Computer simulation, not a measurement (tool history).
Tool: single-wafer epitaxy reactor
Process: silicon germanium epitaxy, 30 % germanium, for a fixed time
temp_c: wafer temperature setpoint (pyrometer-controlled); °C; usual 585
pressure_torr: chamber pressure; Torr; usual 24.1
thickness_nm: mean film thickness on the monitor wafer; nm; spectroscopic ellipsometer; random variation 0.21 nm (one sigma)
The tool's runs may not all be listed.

run	hour	temp_c	pressure_torr	wafers since the last listed run	hours since the last pyrometer calibration	hours since the last manometer calibration	hours since the showerhead was replaced	hours since the gauge calibration	read-back reference wafer on the same gauge, thickness_nm	thickness_nm
1	0.0	585	20.2	0	205.8	106.4	3751.1	3220.5	54.168	42.288
2	102.9	585	24.1	2806	308.7	209.3	3854.0	3323.4	54.204	46.914
3	152.6	585	20.0	1355	358.4	259.0	3903.7	3373.1	54.216	42.161
4	211.6	585	22.3	1608	417.4	318.0	3962.7	3432.1	54.120	44.568
5	269.2	585	24.1	1570	475.0	375.6	4020.3	3489.7	54.122	46.757
6	451.2	585	24.1	4963	657.0	557.6	4202.3	3671.7	54.297	46.445
7	496.2	585	24.1	1227	702.0	602.6	4247.3	3716.7	54.128	45.943
8	593.4	585	24.1	2650	799.2	699.8	4344.5	3813.9	54.104	46.220
9	682.1	578	24.1	2418	887.9	788.5	4433.2	3902.6	54.252	40.348
# hour 697.0: gauge calibrated
# hour 703.3: showerhead replaced
10	780.3	578	24.1	2459	986.1	886.7	77.0	83.3	54.299	40.593
# hour 805.0: capacitance manometer re-zeroed and calibrated
11	822.5	578	24.1	932	1028.3	17.5	119.2	125.5	54.235	40.253
12	901.1	585	24.1	2143	1106.9	96.1	197.8	204.1	54.201	45.152
13	975.4	585	24.1	2026	1181.2	170.4	272.1	278.4	54.284	45.094
14	1298.1	585	24.1	8800	1503.9	493.1	594.8	601.1	54.356	44.559
15	1342.1	572	30.0	1199	1547.9	537.1	638.8	645.1	54.185	38.756
16	1388.9	598	26.4	1276	1594.7	583.9	685.6	691.9	54.238	58.155
# hour 1439.1: pyrometer calibrated
17	1494.0	574	26.2	2648	54.9	689.0	790.7	797.0	54.197	40.324
18	1597.4	589	20.5	2819	158.3	792.4	894.1	900.4	54.148	46.528
19	1702.7	572	18.8	2871	263.6	897.7	999.4	1005.7	54.156	32.956
# hour 1774.2: capacitance manometer re-zeroed and calibrated
20	1963.2	585	24.1	6885	524.1	189.0	1259.9	1266.2	54.205	47.092
21	2062.6	580	20.1	2710	623.5	288.4	1359.3	1365.6	54.110	39.165
22	2106.3	572	24.1	1191	667.2	332.1	1403.0	1409.3	54.244	37.046
23	2153.1	585	24.1	1276	714.0	378.9	1449.8	1456.1	54.151	46.651
24	2222.8	592	22.0	1900	783.7	448.6	1519.5	1525.8	54.243	50.210
25	2265.8	592	26.9	1172	826.7	491.6	1562.5	1568.8	54.171	55.716
26	2321.6	585	24.1	1521	882.5	547.4	1618.3	1624.6	54.197	46.654
27	2406.3	594	25.9	2309	967.2	632.1	1703.0	1709.3	54.204	56.769
28	2458.9	599	29.5	1434	1019.8	684.7	1755.6	1761.9	54.233	65.237
29	2509.6	600	24.1	1382	1070.5	735.4	1806.3	1812.6	54.249	60.422
30	2557.3	585	26.7	1300	1118.2	783.1	1854.0	1860.3	54.286	48.042
31	2655.4	570	19.8	2675	1216.3	881.2	1952.1	1958.4	54.141	31.536
32	2743.9	585	24.1	2413	1304.8	969.7	2040.6	2046.9	54.144	45.691
# hour 2776.9: capacitance manometer re-zeroed and calibrated
33	2841.1	585	25.8	2432	1402.0	64.2	2137.8	2144.1	54.300	46.817
34	2923.9	585	24.1	2258	1484.8	147.0	2220.6	2226.9	54.271	45.063
# hour 3028.5: pyrometer calibrated
35	3029.0	570	28.1	2648	0.5	252.1	2325.7	2332.0	54.213	38.766

3 ways to go on from here, each from the tool as it stands after run 35. What would each give?
A	3029.4	585	24.1	10	0.9	252.5	2326.1	2332.4	?	?
B	3029.4	576	24.1	10	0.9	252.5	2326.1	2332.4	?	?
C	3029.4	574	27.2	10	0.9	252.5	2326.1	2332.4	?	?

run	read-back reference wafer on the same gauge, thickness_nm	thickness_nm
A	54.172	46.996
B	54.172	39.974
C	54.172	40.868
Without the tool's hidden state the same runs would have given:
run	thickness_nm
A	46.795
B	39.800
C	40.689
